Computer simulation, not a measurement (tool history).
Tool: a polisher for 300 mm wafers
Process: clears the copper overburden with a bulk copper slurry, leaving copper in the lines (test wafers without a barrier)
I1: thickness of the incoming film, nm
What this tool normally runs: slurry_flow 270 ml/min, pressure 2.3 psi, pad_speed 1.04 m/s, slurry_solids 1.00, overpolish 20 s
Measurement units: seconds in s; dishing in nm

Run 1, day 0.000: usual settings; I1 618.3. Result: seconds 74.6 s, dishing 98.4 nm.
Run 2, day 2.683: usual settings; I1 619.6. Result: seconds 75.1 s, dishing 100.1 nm.
Run 3, day 4.867: usual settings; I1 623.0. Result: seconds 76.0 s, dishing 94.6 nm.
Run 4, day 7.442: usual settings; I1 608.1. Result: seconds 69.8 s, dishing 98.8 nm.
Run 5, day 10.179: usual settings; I1 623.4. Result: seconds 72.7 s, dishing 100.3 nm.
Run 6, day 12.996: usual settings; I1 624.7. Result: seconds 73.1 s, dishing 97.7 nm.
Run 7, day 15.838: usual settings; I1 629.6. Result: seconds 73.7 s, dishing 98.5 nm.
Run 8, day 20.275: usual settings but slurry_flow 200 ml/min, slurry_solids 0.80; I1 617.4. Result: seconds 81.5 s, dishing 91.8 nm.
Run 9, day 24.250: usual settings but slurry_flow 200 ml/min, slurry_solids 0.80; I1 606.2. Result: seconds 82.1 s, dishing 91.5 nm.
Run 10, day 27.350: usual settings but slurry_flow 200 ml/min, slurry_solids 0.80; I1 614.3. Result: seconds 79.6 s, dishing 93.2 nm.
Run 11, day 29.892: usual settings; I1 624.9. Result: seconds 72.9 s, dishing 96.5 nm.
Run 12, day 32.579: usual settings; I1 625.8. Result: seconds 74.9 s, dishing 99.5 nm.
Run 13, day 37.042: usual settings; I1 624.5. Result: seconds 73.3 s, dishing 96.3 nm.
Run 14, day 39.725: usual settings; I1 618.7. Result: seconds 75.7 s, dishing 99.3 nm.
Run 15, day 41.617: usual settings; I1 617.0. Result: seconds 74.6 s, dishing 97.6 nm.
Run 16, day 44.050: usual settings; I1 620.1. Result: seconds 73.7 s, dishing 97.4 nm.
Run 17, day 47.100: usual settings but pressure 1.6 psi, slurry_solids 1.20, overpolish 16 s; I1 629.4. Result: seconds 88.8 s, dishing 70.0 nm.
Run 18, day 51.517: usual settings but pad_speed 1.32 m/s; I1 628.3. Result: seconds 58.8 s, dishing 112.6 nm.
Run 19, day 55.058: usual settings but pad_speed 1.14 m/s, overpolish 16 s; I1 623.2. Result: seconds 68.4 s, dishing 87.3 nm.
Run 20, day 57.196: usual settings but pressure 1.5 psi, pad_speed 0.82 m/s, overpolish 31 s; I1 616.2. Result: seconds 122.9 s, dishing 91.2 nm.
Run 21, day 59.050: usual settings but slurry_flow 300 ml/min; I1 614.4. Result: seconds 73.6 s, dishing 98.6 nm.
Run 22, day 61.129: usual settings but slurry_flow 355 ml/min, pressure 2.6 psi, pad_speed 1.24 m/s; I1 629.8. Result: seconds 58.1 s, dishing 116.4 nm.
Run 23, day 64.883: usual settings but pad_speed 0.90 m/s, overpolish 25 s; I1 614.7. Result: seconds 82.0 s, dishing 108.9 nm.
Run 24, day 68.604: usual settings but slurry_flow 310 ml/min, slurry_solids 0.75; I1 621.9. Result: seconds 78.1 s, dishing 96.1 nm.
Run 25, day 72.279: usual settings but slurry_flow 190 ml/min, pressure 1.7 psi, slurry_solids 1.20; I1 619.1. Result: seconds 89.8 s, dishing 85.1 nm.
Run 26, day 74.196: usual settings but slurry_flow 295 ml/min, slurry_solids 1.30; I1 618.5. Result: seconds 68.3 s, dishing 106.3 nm.

Removed from this log: 17 entries logged between the listed runs. Between which two listed runs does each belong, and how does the tool's hidden state at the listed run before it compare with that at the listed run after it?
Run 3 -> run 4: slurry nozzle cleaned (day 5.108); slurry blender recalibrated (day 5.125)
  slurry flow missing at the pad, %: 38.3 -> 4.17
  measured result minus the result with no hidden state, seconds: +3.2 -> +0.3 s; dishing: -2.7 -> -0.3 nm
Run 4 -> run 5: head pressure recalibrated (day 9.775)
  slurry flow missing at the pad, %: 4.17 -> 6.35
  measured result minus the result with no hidden state, seconds: +0.3 -> +0.3 s; dishing: -0.3 -> -0.4 nm
Run 5 -> run 6: worn pad replaced by a new one (day 12.454)
  slurry flow missing at the pad, %: 6.35 -> 10.3
  measured result minus the result with no hidden state, seconds: +0.3 -> +0.7 s; dishing: -0.4 -> -0.5 nm
Run 7 -> run 8: slurry blender recalibrated (day 18.075)
  slurry flow missing at the pad, %: 16 -> 28.4
  measured result minus the result with no hidden state, seconds: +1.0 -> +3.0 s; dishing: -1.0 -> -2.2 nm
Run 9 -> run 10: slurry nozzle cleaned (day 25.533)
  slurry flow missing at the pad, %: 43.1 -> 6.09
  measured result minus the result with no hidden state, seconds: +5.2 -> +0.5 s; dishing: -4.1 -> -0.4 nm
Run 10 -> run 11: worn pad replaced by a new one (day 28.742)
  slurry flow missing at the pad, %: 6.09 -> 7.79
  measured result minus the result with no hidden state, seconds: +0.5 -> +0.5 s; dishing: -0.4 -> -0.4 nm
Run 12 -> run 13: slurry blender recalibrated (day 33.904)
  slurry flow missing at the pad, %: 11.1 -> 20
  measured result minus the result with no hidden state, seconds: +0.8 -> +1.4 s; dishing: -0.6 -> -1.2 nm
Run 15 -> run 16: worn pad replaced by a new one (day 42.633); slurry nozzle cleaned (day 43.479)
  slurry flow missing at the pad, %: 33.7 -> 9.54
  measured result minus the result with no hidden state, seconds: +2.7 -> +0.6 s; dishing: -2.3 -> -0.5 nm
Run 16 -> run 17: head pressure recalibrated (day 44.325)
  slurry flow missing at the pad, %: 9.54 -> 10.9
  measured result minus the result with no hidden state, seconds: +0.6 -> +0.9 s; dishing: -0.5 -> -0.5 nm
Run 17 -> run 18: slurry blender recalibrated (day 47.429)
  slurry flow missing at the pad, %: 10.9 -> 16.5
  measured result minus the result with no hidden state, seconds: +0.9 -> +0.9 s; dishing: -0.5 -> -0.9 nm
Run 20 -> run 21: worn pad replaced by a new one (day 57.929)
  slurry flow missing at the pad, %: 29.8 -> 35.7
  measured result minus the result with no hidden state, seconds: +3.8 -> +2.7 s; dishing: -1.8 -> -2.3 nm
Run 21 -> run 22: slurry blender recalibrated (day 60.467)
  slurry flow missing at the pad, %: 35.7 -> 43.1
  measured result minus the result with no hidden state, seconds: +2.7 -> +2.4 s; dishing: -2.3 -> -2.8 nm
Run 22 -> run 23: slurry nozzle cleaned (day 64.496)
  slurry flow missing at the pad, %: 43.1 -> 1.15
  measured result minus the result with no hidden state, seconds: +2.4 -> +0.0 s; dishing: -2.8 -> +0.0 nm
Run 25 -> run 26: worn pad replaced by a new one (day 73.154); slurry blender recalibrated (day 73.533)
  slurry flow missing at the pad, %: 7.68 -> 11.3
  measured result minus the result with no hidden state, seconds: +0.8 -> +0.6 s; dishing: -0.5 -> -0.6 nm
